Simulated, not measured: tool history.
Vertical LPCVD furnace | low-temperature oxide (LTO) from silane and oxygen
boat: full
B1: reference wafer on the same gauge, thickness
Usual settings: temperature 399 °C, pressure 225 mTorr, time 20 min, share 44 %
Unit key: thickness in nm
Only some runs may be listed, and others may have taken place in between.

Run 1, hour 0: usual settings; B1 199.11. Result: thickness 207.11 nm.
Run 2, hour 95.8: usual settings; B1 199.29. Result: thickness 209.31 nm.
Run 3, hour 181.5: usual settings but pressure 180 mTorr, time 16 min; B1 199.21. Result: thickness 133.12 nm.
Run 4, hour 418.3: usual settings; B1 198.66. Result: thickness 207.8 nm.
Run 5, hour 506.1: usual settings; B1 198.72. Result: thickness 209.3 nm.
At hour 521: gauge calibrated.
Run 6, hour 548.7: usual settings; B1 198.64. Result: thickness 206.84 nm.
Run 7, hour 596.1: usual settings; B1 199.33. Result: thickness 207.1 nm.
Run 8, hour 666.9: usual settings; B1 199.44. Result: thickness 207.63 nm.
Run 9, hour 710.8: usual settings but pressure 210 mTorr; B1 199.21. Result: thickness 194.75 nm.
Run 10, hour 787.2: usual settings but pressure 210 mTorr; B1 198.71. Result: thickness 196.27 nm.
Run 11, hour 877.9: usual settings but pressure 210 mTorr; B1 198.97. Result: thickness 196.48 nm.
Run 12, hour 943.6: usual settings but pressure 185 mTorr; B1 198.81. Result: thickness 171.25 nm.
Run 13, hour 985.2: usual settings but time 16.5 min, share 38 %; B1 199.16. Result: thickness 146.54 nm.
At hour 1061.1: thermocouples replaced and temperature profile calibrated.
Run 14, hour 1061.6: usual settings but time 16.5 min; B1 199.31. Result: thickness 173.12 nm.
At hour 1088.7: pressure gauge zeroed.
Run 15, hour 1150.7: usual settings but pressure 250 mTorr; B1 199.08. Result: thickness 226.83 nm.
At hour 1239.9: silane flow controller replaced.
Run 16, hour 1240.4: usual settings but temperature 409 °C, time 27.5 min, share 38 %; B1 198.83. Result: thickness 261.55 nm.
Run 17, hour 1273.4: usual settings but time 12 min, share 47 %; B1 199.09. Result: thickness 129.49 nm.
Run 18, hour 1376.8: usual settings; B1 199.46. Result: thickness 201.2 nm.
Run 19, hour 1468.3: usual settings but time 16.5 min, share 50 %; B1 199.19. Result: thickness 190.02 nm.
Run 20, hour 1533.1: usual settings but temperature 403 °C, pressure 195 mTorr, time 22 min; B1 199.11. Result: thickness 201.07 nm.
Run 21, hour 1586.9: usual settings but temperature 393 °C; B1 198.94. Result: thickness 190.24 nm.
Run 22, hour 1660.7: usual settings but temperature 391 °C, pressure 265 mTorr, time 26.5 min, share 47 %; B1 198.95. Result: thickness 310.83 nm.
Run 23, hour 1705.1: usual settings; B1 199.04. Result: thickness 203.56 nm.
Run 24, hour 1747.7: usual settings but pressure 205 mTorr, share 49 %; B1 199.05. Result: thickness 205.44 nm.
Run 25, hour 1832.3: usual settings; B1 198.84. Result: thickness 204.85 nm.
Run 26, hour 1891.7: usual settings but temperature 394 °C, pressure 270 mTorr, time 25 min, share 36 %; B1 198.81. Result: thickness 227.78 nm.
Run 27, hour 1980.2: usual settings but pressure 185 mTorr, time 27.5 min, share 47 %; B1 199.11. Result: thickness 248.54 nm.
Run 28, hour 2062.2: usual settings; B1 199.2. Result: thickness 204.48 nm.
Run 29, hour 2131.6: usual settings but share 40 %; B1 199. Result: thickness 182.07 nm.
Run 30, hour 2223.4: usual settings but temperature 404 °C, pressure 195 mTorr; B1 199.18. Result: thickness 188.07 nm.

Measured minus without-hidden-state, run by run (identical run-to-run variation in each term; gauge scatter may differ):
Hidden state present: true tube temperature minus thermocouple reading, K; true pressure minus gauge reading, mTorr; deviation of the silane flow from its setpoint, %; gauge reads high (%).
run  thickness
  1      +4.61
  2      +4.84
  3      +3.95
  4      +5.42
  5      +5.63
  6      +5.64
  7      +5.74
  8      +5.89
  9      +5.99
 10      +6.18
 11      +6.37
 12       +6.4
 13      +4.58
 14      +5.54
 15       -0.8
 16       -0.8
 17      -0.35
 18      -0.34
 19      -0.16
 20      -0.05
 21      +0.06
 22      +0.27
 23       +0.3
 24      +0.43
 25      +0.55
 26      +0.62
 27      +1.24
 28         +1
 29      +1.02
 30       +1.4
